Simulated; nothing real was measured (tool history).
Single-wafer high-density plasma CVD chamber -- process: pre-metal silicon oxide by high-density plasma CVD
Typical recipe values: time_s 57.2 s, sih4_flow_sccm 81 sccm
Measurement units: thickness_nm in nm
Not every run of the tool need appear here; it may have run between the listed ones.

run,hour,time_s,sih4_flow_sccm,"read-back reference wafer on the same gauge, thickness_nm",thickness_nm
1,0.0,57.2,81,480.157,505.373
2,55.8,57.2,81,479.596,506.144
3,84.1,57.2,81,480.653,505.396
4,155.4,57.2,81,479.669,506.823
5,180.0,57.2,81,480.389,506.035
6,246.7,57.2,76,479.893,481.102
7,301.2,57.2,81,480.493,505.937
8,363.2,49.5,70,480.229,388.146
9,418.7,49.5,70,479.738,389.877
10,451.6,54.2,81,479.406,484.911
11,493.1,54.2,81,480.290,486.010
12,523.3,65.5,94,479.398,664.008
# hour 544.8: silane flow controller replaced
13,594.2,63.6,73,480.019,486.503
14,641.9,63.6,73,480.238,488.900
15,677.8,59.5,81,480.209,499.235
16,716.1,59.5,81,480.221,497.764
17,777.2,59.5,81,480.036,498.931
# hour 806.5: gauge calibrated
18,841.5,46.5,75,480.131,364.305
19,870.6,53.3,67,479.908,379.688
20,935.7,46.5,75,480.434,364.567
21,1007.3,61.8,81,480.331,518.111
22,1070.7,68.4,81,480.311,573.990
23,1170.0,57.2,81,480.791,479.259
24,1283.5,57.2,81,479.731,478.441

Estimate the outcome of run 25 from the log above:
25,1316.0,57.2,81,?,?

Run 25 came out at read-back reference wafer on the same gauge, thickness_nm 479.576, thickness_nm 482.173 nm.
Were there no unlogged condition in the tool, this run, its random variation unchanged, would have produced thickness_nm 483.287 nm.

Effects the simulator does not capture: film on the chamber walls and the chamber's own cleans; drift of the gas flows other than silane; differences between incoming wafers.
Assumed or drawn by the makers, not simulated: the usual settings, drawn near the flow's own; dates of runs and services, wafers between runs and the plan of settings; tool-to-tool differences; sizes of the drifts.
